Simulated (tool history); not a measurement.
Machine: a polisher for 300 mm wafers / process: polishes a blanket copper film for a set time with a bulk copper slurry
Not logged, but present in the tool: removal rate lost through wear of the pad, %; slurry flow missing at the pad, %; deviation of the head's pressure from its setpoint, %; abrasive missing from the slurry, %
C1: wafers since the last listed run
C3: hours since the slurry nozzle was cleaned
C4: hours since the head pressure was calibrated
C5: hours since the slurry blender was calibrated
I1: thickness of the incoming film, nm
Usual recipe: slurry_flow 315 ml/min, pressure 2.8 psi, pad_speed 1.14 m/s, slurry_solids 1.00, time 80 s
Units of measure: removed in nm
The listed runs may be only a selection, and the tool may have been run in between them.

Run 1, hour 0.0: usual settings; C1 0; wafers polished on this pad 1867; C3 46.0; C4 542.5; C5 158.8; I1 4058.7. Result: removed 724.0 nm.
At hour 91.2: worn pad replaced by a new one.
Run 2, hour 93.2: usual settings; C1 624; wafers polished on this pad 14; C3 139.2; C4 635.7; C5 252.0; I1 4204.2. Result: removed 729.1 nm.
Run 3, hour 148.1: usual settings; C1 384; wafers polished on this pad 398; C3 194.1; C4 690.6; C5 306.9; I1 4094.7. Result: removed 720.7 nm.
At hour 177.2: slurry blender recalibrated.
At hour 244.7: head pressure recalibrated.
Run 4, hour 309.4: usual settings but time 100 s; C1 1102; wafers polished on this pad 1500; C3 355.4; C4 64.7; C5 132.2; I1 4117.0. Result: removed 905.9 nm.
Run 5, hour 355.9: usual settings; C1 325; wafers polished on this pad 1826; C3 401.9; C4 111.2; C5 178.7; I1 4120.9. Result: removed 732.2 nm.
At hour 407.0: worn pad replaced by a new one.
Run 6, hour 427.1: usual settings; C1 470; wafers polished on this pad 140; C3 473.1; C4 182.4; C5 249.9; I1 4107.1. Result: removed 728.0 nm.
Run 7, hour 487.1: usual settings; C1 420; wafers polished on this pad 561; C3 533.1; C4 242.4; C5 309.9; I1 4079.3. Result: removed 725.6 nm.
At hour 521.2: slurry blender recalibrated.
Run 8, hour 577.3: usual settings; C1 617; wafers polished on this pad 1178; C3 623.3; C4 332.6; C5 56.1; I1 4096.5. Result: removed 730.8 nm.
At hour 584.0: slurry nozzle cleaned.
Run 9, hour 668.0: usual settings; C1 628; wafers polished on this pad 1807; C3 84.0; C4 423.3; C5 146.8; I1 4063.6. Result: removed 723.5 nm.
At hour 714.9: worn pad replaced by a new one.
Run 10, hour 736.7: usual settings but pressure 2.3 psi; C1 453; wafers polished on this pad 153; C3 152.7; C4 492.0; C5 215.5; I1 4171.6. Result: removed 611.5 nm.
Run 11, hour 777.1: usual settings but time 66 s; C1 283; wafers polished on this pad 436; C3 193.1; C4 532.4; C5 255.9; I1 4124.6. Result: removed 604.0 nm.
Run 12, hour 833.9: usual settings but time 66 s; C1 397; wafers polished on this pad 834; C3 249.9; C4 589.2; C5 312.7; I1 4123.0. Result: removed 602.9 nm.
At hour 851.9: slurry blender recalibrated.
Run 13, hour 874.6: usual settings but slurry_flow 390 ml/min, pressure 2.4 psi, pad_speed 1.50 m/s; C1 271; wafers polished on this pad 1105; C3 290.6; C4 629.9; C5 22.7; I1 4127.1. Result: removed 849.0 nm.
Run 14, hour 941.8: usual settings but slurry_solids 0.75, time 67 s; C1 470; wafers polished on this pad 1576; C3 357.8; C4 697.1; C5 89.9; I1 4189.4. Result: removed 571.7 nm.
Run 15, hour 981.2: usual settings but pad_speed 1.46 m/s; C1 276; wafers polished on this pad 1852; C3 397.2; C4 736.5; C5 129.3; I1 4103.5. Result: removed 930.7 nm.
At hour 997.9: head pressure recalibrated.
At hour 1039.5: worn pad replaced by a new one.
Run 16, hour 1040.7: usual settings; C1 374; wafers polished on this pad 8; C3 456.7; C4 42.8; C5 188.8; I1 4137.1. Result: removed 725.7 nm.
Run 17, hour 1132.7: usual settings but pressure 3.5 psi; C1 644; wafers polished on this pad 652; C3 548.7; C4 134.8; C5 280.8; I1 4161.9. Result: removed 882.6 nm.
At hour 1149.3: slurry blender recalibrated.
Run 18, hour 1194.3: usual settings; C1 417; wafers polished on this pad 1070; C3 610.3; C4 196.4; C5 45.0; I1 4109.7. Result: removed 730.4 nm.
At hour 1241.1: slurry nozzle cleaned.
Run 19, hour 1253.5: usual settings but slurry_solids 0.85, time 67 s; C1 407; wafers polished on this pad 1478; C3 12.4; C4 255.6; C5 104.2; I1 4109.1. Result: removed 585.4 nm.
At hour 1327.2: worn pad replaced by a new one.
Run 20, hour 1345.2: usual settings but slurry_flow 255 ml/min, slurry_solids 0.90; C1 614; wafers polished on this pad 126; C3 104.1; C4 347.3; C5 195.9; I1 4075.5. Result: removed 697.2 nm.
Run 21, hour 1382.8: usual settings but slurry_flow 250 ml/min, pressure 2.0 psi, pad_speed 0.88 m/s, time 106 s; C1 263; wafers polished on this pad 389; C3 141.7; C4 384.9; C5 233.5; I1 4068.4. Result: removed 556.8 nm.
Run 22, hour 1463.1: usual settings but slurry_flow 205 ml/min, pad_speed 1.24 m/s; C1 562; wafers polished on this pad 952; C3 222.0; C4 465.2; C5 313.8; I1 4120.2. Result: removed 742.6 nm.
Run 23, hour 1515.9: usual settings but slurry_flow 250 ml/min, pressure 2.1 psi, pad_speed 0.98 m/s, time 65 s; C1 369; wafers polished on this pad 1322; C3 274.8; C4 518.0; C5 366.6; I1 4150.1. Result: removed 397.0 nm.
At hour 1528.3: slurry blender recalibrated.
Run 24, hour 1597.0: usual settings but slurry_flow 395 ml/min, pressure 2.5 psi, pad_speed 0.96 m/s, time 60 s; C1 554; wafers polished on this pad 1876; C3 355.9; C4 599.1; C5 68.7; I1 4065.8. Result: removed 425.9 nm.
Run 25, hour 1691.3: usual settings; C1 660; wafers polished on this pad 2537; C3 450.2; C4 693.4; C5 163.0; I1 4136.1. Result: removed 717.1 nm.

What if the next run were any one of these 4? Each begins from the tool's condition after run 25:
Run A, hour 1691.7: usual settings; C1 2; wafers polished on this pad 2539; C3 450.6; C4 693.8; C5 163.4; I1 4077.5. Result: removed ?.
Run B, hour 1691.7: usual settings but slurry_flow 385 ml/min, pressure 3.2 psi; C1 2; wafers polished on this pad 2539; C3 450.6; C4 693.8; C5 163.4; I1 4077.5. Result: removed ?.
Run C, hour 1691.7: usual settings but time 92 s; C1 2; wafers polished on this pad 2539; C3 450.6; C4 693.8; C5 163.4; I1 4077.5. Result: removed ?.
Run D, hour 1691.7: usual settings but pressure 2.1 psi, slurry_solids 0.90, time 55 s; C1 2; wafers polished on this pad 2539; C3 450.6; C4 693.8; C5 163.4; I1 4077.5. Result: removed ?.

run  removed
  A    732.0
  B    833.0
  C    841.8
  D    387.9
The same runs, with their run-to-run variation unchanged, on a tool lacking any hidden condition would have given:
run  removed
  A    732.0
  B    833.0
  C    841.8
  D    387.9

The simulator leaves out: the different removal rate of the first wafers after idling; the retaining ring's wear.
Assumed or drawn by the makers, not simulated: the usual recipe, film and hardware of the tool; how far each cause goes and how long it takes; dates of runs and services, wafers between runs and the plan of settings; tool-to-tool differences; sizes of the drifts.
